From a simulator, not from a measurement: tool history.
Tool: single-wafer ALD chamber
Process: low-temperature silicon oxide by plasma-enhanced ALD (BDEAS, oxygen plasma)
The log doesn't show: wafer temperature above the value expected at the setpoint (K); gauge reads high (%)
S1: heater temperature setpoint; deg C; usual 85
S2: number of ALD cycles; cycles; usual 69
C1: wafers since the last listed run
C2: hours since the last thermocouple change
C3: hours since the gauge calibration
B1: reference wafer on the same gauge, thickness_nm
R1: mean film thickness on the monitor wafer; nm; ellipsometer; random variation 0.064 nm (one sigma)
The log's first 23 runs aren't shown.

run,day,S1,S2,C1,C2,C3,B1,R1
24,14.004,80,61,37,1874.1,546.8,10.088,10.545
25,14.633,85,69,65,1889.2,561.9,10.092,11.753
26,15.100,72,61,48,1900.4,573.1,10.088,10.880
27,15.850,77,61,77,1918.4,591.1,10.100,10.701
# day 16.446: gauge calibrated
28,16.775,97,60,95,1940.6,7.9,10.089,9.627
29,17.408,85,69,65,1955.8,23.1,10.104,11.702
30,17.917,99,60,52,1968.0,35.3,10.105,9.661
31,18.442,85,80,54,1980.6,47.9,10.098,13.542
32,18.888,71,77,46,1991.3,58.6,10.112,13.809
# day 19.400: thermocouple changed; heater temperature recalibrated
33,20.175,78,77,98,18.6,89.5,10.097,13.430
34,20.721,76,63,56,31.7,102.6,10.097,11.139
35,21.012,78,59,30,38.7,109.6,10.079,10.299
36,21.392,97,60,39,47.8,118.7,10.103,9.683
37,21.767,85,69,38,56.8,127.7,10.101,11.768
38,22.162,100,81,41,66.3,137.2,10.086,13.021
39,22.758,97,73,61,80.6,151.5,10.112,11.861
40,23.371,78,61,63,95.3,166.2,10.103,10.622
41,25.017,95,69,170,134.8,205.7,10.098,11.164

5 ways to go on from here, each from the tool as it stands after run 41. What would each give?
A,25.038,85,69,2,135.3,206.2,?,?
B,25.038,77,75,2,135.3,206.2,?,?
C,25.038,72,69,2,135.3,206.2,?,?
D,25.038,85,77,2,135.3,206.2,?,?
E,25.038,79,58,2,135.3,206.2,?,?

run,B1,R1
A,10.089,11.716
B,10.089,13.133
C,10.089,12.311
D,10.089,13.075
E,10.089,10.079
Without the tool's hidden state the same runs would have given:
run,R1
A,11.716
B,13.133
C,12.311
D,13.075
E,10.079
